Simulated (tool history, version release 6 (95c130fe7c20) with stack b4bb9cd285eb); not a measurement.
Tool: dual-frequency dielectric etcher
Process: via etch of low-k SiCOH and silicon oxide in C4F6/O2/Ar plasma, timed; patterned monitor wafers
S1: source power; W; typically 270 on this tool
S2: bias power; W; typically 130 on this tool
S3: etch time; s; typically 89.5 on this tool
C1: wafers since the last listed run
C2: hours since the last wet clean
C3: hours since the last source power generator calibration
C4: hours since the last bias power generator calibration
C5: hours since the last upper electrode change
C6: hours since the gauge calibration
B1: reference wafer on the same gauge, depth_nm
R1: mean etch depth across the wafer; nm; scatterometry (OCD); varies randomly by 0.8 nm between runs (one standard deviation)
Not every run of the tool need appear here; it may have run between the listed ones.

run 1 hour=0.0 | S1=270 S2=130 S3=89.5 | C1=0 C2=641.9 C3=831.0 C4=3031.6 C5=2632.9 C6=1466.9 | B1=154.0 | R1=197.4
-- hour=74.3 wet clean of the chamber
run 2 hour=83.2 | S1=320 S2=130 S3=89.5 | C1=923 C2=8.9 C3=914.2 C4=3114.8 C5=2716.1 C6=1550.1 | B1=154.0 | R1=201.0
run 3 hour=163.5 | S1=320 S2=130 S3=89.5 | C1=1252 C2=89.2 C3=994.5 C4=3195.1 C5=2796.4 C6=1630.4 | B1=154.0 | R1=204.2
run 4 hour=212.3 | S1=270 S2=130 S3=89.5 | C1=761 C2=138.0 C3=1043.3 C4=3243.9 C5=2845.2 C6=1679.2 | B1=153.9 | R1=190.7
run 5 hour=303.8 | S1=270 S2=130 S3=89.5 | C1=1427 C2=229.5 C3=1134.8 C4=3335.4 C5=2936.7 C6=1770.7 | B1=154.0 | R1=190.0
run 6 hour=366.9 | S1=270 S2=130 S3=89.5 | C1=984 C2=292.6 C3=1197.9 C4=3398.5 C5=2999.8 C6=1833.8 | B1=154.0 | R1=193.8
run 7 hour=429.1 | S1=270 S2=116 S3=89.5 | C1=970 C2=354.8 C3=1260.1 C4=3460.7 C5=3062.0 C6=1896.0 | B1=154.1 | R1=187.3
-- hour=513.3 upper electrode replaced
run 8 hour=522.9 | S1=270 S2=130 S3=89.5 | C1=1089 C2=448.6 C3=1353.9 C4=3554.5 C5=9.6 C6=1989.8 | B1=153.9 | R1=195.1
-- hour=595.6 gauge calibrated
run 9 hour=612.0 | S1=270 S2=130 S3=89.5 | C1=1390 C2=537.7 C3=1443.0 C4=3643.6 C5=98.7 C6=16.4 | B1=154.0 | R1=196.7
run 10 hour=693.4 | S1=310 S2=130 S3=89.5 | C1=1270 C2=619.1 C3=1524.4 C4=3725.0 C5=180.1 C6=97.8 | B1=154.1 | R1=208.9
-- hour=729.6 wet clean of the chamber
run 11 hour=899.1 | S1=310 S2=130 S3=89.5 | C1=2834 C2=169.5 C3=1730.1 C4=3930.7 C5=385.8 C6=303.5 | B1=154.0 | R1=203.6
run 12 hour=943.2 | S1=310 S2=130 S3=89.5 | C1=688 C2=213.6 C3=1774.2 C4=3974.8 C5=429.9 C6=347.6 | B1=153.9 | R1=203.3
run 13 hour=1007.5 | S1=320 S2=161 S3=107.0 | C1=1003 C2=277.9 C3=1838.5 C4=4039.1 C5=494.2 C6=411.9 | B1=153.9 | R1=264.3
run 14 hour=1083.5 | S1=270 S2=120 S3=89.5 | C1=1185 C2=353.9 C3=1914.5 C4=4115.1 C5=570.2 C6=487.9 | B1=153.9 | R1=190.5
run 15 hour=1190.5 | S1=270 S2=113 S3=89.5 | C1=1669 C2=460.9 C3=2021.5 C4=4222.1 C5=677.2 C6=594.9 | B1=154.1 | R1=186.7
run 16 hour=1271.5 | S1=270 S2=130 S3=89.5 | C1=1263 C2=541.9 C3=2102.5 C4=4303.1 C5=758.2 C6=675.9 | B1=153.9 | R1=196.9
-- hour=1369.4 wet clean of the chamber
run 17 hour=1369.9 | S1=270 S2=130 S3=79.0 | C1=1160 C2=0.5 C3=2200.9 C4=4401.5 C5=856.6 C6=774.3 | B1=154.0 | R1=165.7
-- hour=1374.7 bias power generator calibrated
run 18 hour=1436.1 | S1=330 S2=112 S3=89.5 | C1=970 C2=66.7 C3=2267.1 C4=61.4 C5=922.8 C6=840.5 | B1=154.1 | R1=193.8
run 19 hour=1514.3 | S1=330 S2=139 S3=98.5 | C1=1220 C2=144.9 C3=2345.3 C4=139.6 C5=1001.0 C6=918.7 | B1=154.0 | R1=231.7
run 20 hour=1612.4 | S1=240 S2=115 S3=89.5 | C1=1530 C2=243.0 C3=2443.4 C4=237.7 C5=1099.1 C6=1016.8 | B1=154.0 | R1=175.6
-- hour=1768.1 source power generator calibrated
run 21 hour=1788.3 | S1=270 S2=130 S3=109.0 | C1=2682 C2=418.9 C3=20.2 C4=413.6 C5=1275.0 C6=1192.7 | B1=153.9 | R1=235.4
run 22 hour=1955.3 | S1=270 S2=143 S3=89.5 | C1=2605 C2=585.9 C3=187.2 C4=580.6 C5=1442.0 C6=1359.7 | B1=153.9 | R1=202.9
-- hour=1987.2 wet clean of the chamber
run 23 hour=2033.0 | S1=270 S2=130 S3=89.5 | C1=837 C2=45.8 C3=264.9 C4=658.3 C5=1519.7 C6=1437.4 | B1=153.8 | R1=190.3
run 24 hour=2086.7 | S1=210 S2=122 S3=89.5 | C1=837 C2=99.5 C3=318.6 C4=712.0 C5=1573.4 C6=1491.1 | B1=153.9 | R1=169.8
run 25 hour=2185.4 | S1=210 S2=141 S3=89.5 | C1=1539 C2=198.2 C3=417.3 C4=810.7 C5=1672.1 C6=1589.8 | B1=154.0 | R1=177.0
run 26 hour=2231.4 | S1=320 S2=130 S3=100.0 | C1=717 C2=244.2 C3=463.3 C4=856.7 C5=1718.1 C6=1635.8 | B1=154.0 | R1=231.0
run 27 hour=2323.9 | S1=230 S2=130 S3=89.5 | C1=1443 C2=336.7 C3=555.8 C4=949.2 C5=1810.6 C6=1728.3 | B1=154.0 | R1=180.9
run 28 hour=2394.7 | S1=310 S2=146 S3=89.5 | C1=1104 C2=407.5 C3=626.6 C4=1020.0 C5=1881.4 C6=1799.1 | B1=154.1 | R1=212.8
-- hour=2668.9 wet clean of the chamber
run 29 hour=2718.4 | S1=330 S2=139 S3=98.5 | C1=4676 C2=49.5 C3=950.3 C4=1343.7 C5=2205.1 C6=2122.8 | B1=154.1 | R1=231.1
run 30 hour=2778.7 | S1=270 S2=130 S3=89.5 | C1=940 C2=109.8 C3=1010.6 C4=1404.0 C5=2265.4 C6=2183.1 | B1=153.9 | R1=191.7

For some of the steps in R1 from one run to the next: how much would appear even if the tool had no hidden state, given the settings, what came in and random variation, and how much remains for the hidden state plus any gauge scatter that the measured result and the result without hidden state don't share?
Hidden conditions of the tool in this case: etch rate over this chamber's usual, %; source power that arrives over what is set, %; bias power that arrives over what is set, %; gauge reads high (%).
Run 1 -> 2: S1 270 -> 320, wet clean of the chamber. R1 +3.6 nm: hidden state -8.5, all else +12.1.
Run 12 -> 13: S1 310 -> 320, S2 130 -> 161, S3 89.5 -> 107.0. R1 +61.0 nm: hidden state +2.3, all else +58.7.
Run 13 -> 14: S1 320 -> 270, S2 161 -> 120, S3 107.0 -> 89.5. R1 -73.8 nm: hidden state -0.7, all else -73.1.
Run 16 -> 17: S3 89.5 -> 79.0, wet clean of the chamber. R1 -31.2 nm: hidden state -9.4, all else -21.8.
Run 20 -> 21: S1 240 -> 270, S2 115 -> 130, S3 89.5 -> 109.0, source power generator calibrated. R1 +59.8 nm: hidden state +3.4, all else +56.4.
Run 22 -> 23: S2 143 -> 130, wet clean of the chamber. R1 -12.6 nm: hidden state -6.3, all else -6.3.

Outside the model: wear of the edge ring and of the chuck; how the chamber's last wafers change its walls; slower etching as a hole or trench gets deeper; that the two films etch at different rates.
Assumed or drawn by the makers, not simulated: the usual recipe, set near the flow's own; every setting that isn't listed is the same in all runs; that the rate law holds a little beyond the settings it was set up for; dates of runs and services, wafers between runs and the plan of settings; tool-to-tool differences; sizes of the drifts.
